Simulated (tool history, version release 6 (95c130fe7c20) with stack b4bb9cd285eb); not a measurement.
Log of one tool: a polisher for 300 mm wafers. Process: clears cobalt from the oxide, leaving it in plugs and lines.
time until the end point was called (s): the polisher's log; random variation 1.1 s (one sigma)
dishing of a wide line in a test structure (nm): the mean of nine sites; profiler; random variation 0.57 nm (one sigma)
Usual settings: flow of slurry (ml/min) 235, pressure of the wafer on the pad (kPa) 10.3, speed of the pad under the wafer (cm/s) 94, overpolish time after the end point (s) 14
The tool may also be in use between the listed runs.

run   hour  flow of slurry (ml/min)  pressure of the wafer on the pad (kPa)  speed of the pad under the wafer (cm/s)  overpolish time after the end point (s)  wafers since the last listed run  wafers polished on this pad  hours since the slurry nozzle was cleaned  hours since the head pressure was calibrated  incoming thickness of the incoming film, nm  time until the end point was called (s)  dishing of a wide line in a test structure (nm)
  1    0.0                      235                                    10.3                                       94                                       18                                 0                         1301                                      491.0                                         586.0                                        239.8                                     79.7                                             37.4
       3.1  -- worn pad replaced by a new one
  2   44.8                      235                                    10.3                                       94                                       18                               327                          327                                      535.8                                         630.8                                        240.1                                     67.8                                             41.3
  3   57.9                      235                                    10.3                                       94                                       18                               103                          430                                      548.9                                         643.9                                        243.2                                     68.4                                             40.7
  4   65.5                      215                                    13.1                                       94                                       14                                59                          490                                      556.5                                         651.5                                        240.5                                     56.6                                             39.2
  5   72.3                      235                                    10.3                                       94                                       14                                53                          544                                      563.3                                         658.3                                        239.1                                     69.3                                             35.1
  6   83.9                      235                                    10.3                                       94                                       14                                91                          635                                      574.9                                         669.9                                        238.6                                     70.3                                             34.9
  7   99.5                      235                                    10.3                                       94                                       14                               122                          758                                      590.5                                         685.5                                        241.5                                     69.8                                             34.5
  8  152.9                      235                                    10.3                                       94                                       14                               419                         1177                                      643.9                                         738.9                                        235.8                                     75.7                                             31.4
  9  166.7                      235                                    10.3                                       94                                       19                               108                         1286                                      657.7                                         752.7                                        236.3                                     78.0                                             38.8
     168.2  -- slurry nozzle cleaned
     176.7  -- worn pad replaced by a new one
 10  181.3                      235                                    10.3                                       94                                       19                                75                           35                                       13.1                                         767.3                                        239.5                                     67.0                                             42.3
 11  196.0                      235                                    10.3                                       94                                       19                               115                          151                                       27.8                                         782.0                                        240.8                                     66.2                                             42.3
 12  204.4                      235                                    10.3                                       94                                       14                                66                          217                                       36.2                                         790.4                                        236.5                                     66.0                                             35.7
 13  219.8                      235                                    10.3                                       94                                       14                               121                          338                                       51.6                                         805.8                                        237.0                                     66.4                                             35.0
 14  225.9                      235                                    10.3                                       94                                       14                                47                          386                                       57.7                                         811.9                                        241.6                                     68.1                                             35.6
 15  241.4                      235                                    10.3                                       94                                       14                               121                          508                                       73.2                                         827.4                                        243.4                                     69.5                                             35.7
     253.4  -- head pressure recalibrated
 16  254.4                      235                                    10.3                                       94                                       14                                86                          595                                       86.2                                           1.0                                        240.1                                     68.3                                             34.5
 17  270.2                      265                                    13.1                                       94                                       14                               124                          719                                      102.0                                          16.8                                        241.8                                     54.3                                             40.4
 18  307.6                      165                                    10.3                                       94                                       14                               294                         1013                                      139.4                                          54.2                                        239.4                                     77.2                                             32.6
 19  319.3                      235                                    10.3                                       94                                       14                                92                         1105                                      151.1                                          65.9                                        243.7                                     75.8                                             32.4
 20  325.4                      235                                    10.3                                       94                                       14                                47                         1153                                      157.2                                          72.0                                        240.1                                     74.7                                             32.6
 21  339.5                      205                                     8.3                                      106                                       20                               110                         1264                                      171.3                                          86.1                                        236.7                                     86.5                                             37.8
     347.9  -- worn pad replaced by a new one
 22  352.4                      235                                    10.3                                      102                                       14                                69                           35                                      184.2                                          99.0                                        244.3                                     64.1                                             38.3
 23  364.9                      175                                     7.6                                      114                                        7                                98                          133                                      196.7                                         111.5                                        241.5                                     81.0                                             17.4
 24  381.9                      235                                    10.3                                       62                                       14                               133                          267                                      213.7                                         128.5                                        243.9                                     92.7                                             27.9
 25  395.6                      155                                    10.3                                       94                                       18                               107                          374                                      227.4                                         142.2                                        235.5                                     71.7                                             40.6
 26  403.4                      185                                     8.3                                       72                                       19                                61                          436                                      235.2                                         150.0                                        237.8                                    104.7                                             32.3
 27  411.8                      305                                    10.3                                       94                                       14                                66                          502                                      243.6                                         158.4                                        239.3                                     65.3                                             35.4
 28  427.1                      235                                     6.9                                       80                                       20                               120                          622                                      258.9                                         173.7                                        242.7                                    117.5                                             31.7
 29  433.8                      235                                    10.3                                       94                                       22                                52                          675                                      265.6                                         180.4                                        239.5                                     70.2                                             46.6
 30  446.1                      200                                    10.3                                       94                                       14                                96                          772                                      277.9                                         192.7                                        241.1                                     70.0                                             33.3
 31  462.1                      260                                    10.3                                      112                                       14                               125                          897                                      293.9                                         208.7                                        242.3                                     60.3                                             37.2

Forecast run 32:
 32  478.7                      235                                    10.3                                       94                                       14                               130                         1028                                      310.5                                         225.3                                        243.7                                        ?                                                ?

Run 32 gave time until the end point was called (s) 74.5, dishing of a wide line in a test structure (nm) 33.4.
Without the tool's hidden state the same run would have given time until the end point was called (s) 67.3, dishing of a wide line in a test structure (nm) 35.8.

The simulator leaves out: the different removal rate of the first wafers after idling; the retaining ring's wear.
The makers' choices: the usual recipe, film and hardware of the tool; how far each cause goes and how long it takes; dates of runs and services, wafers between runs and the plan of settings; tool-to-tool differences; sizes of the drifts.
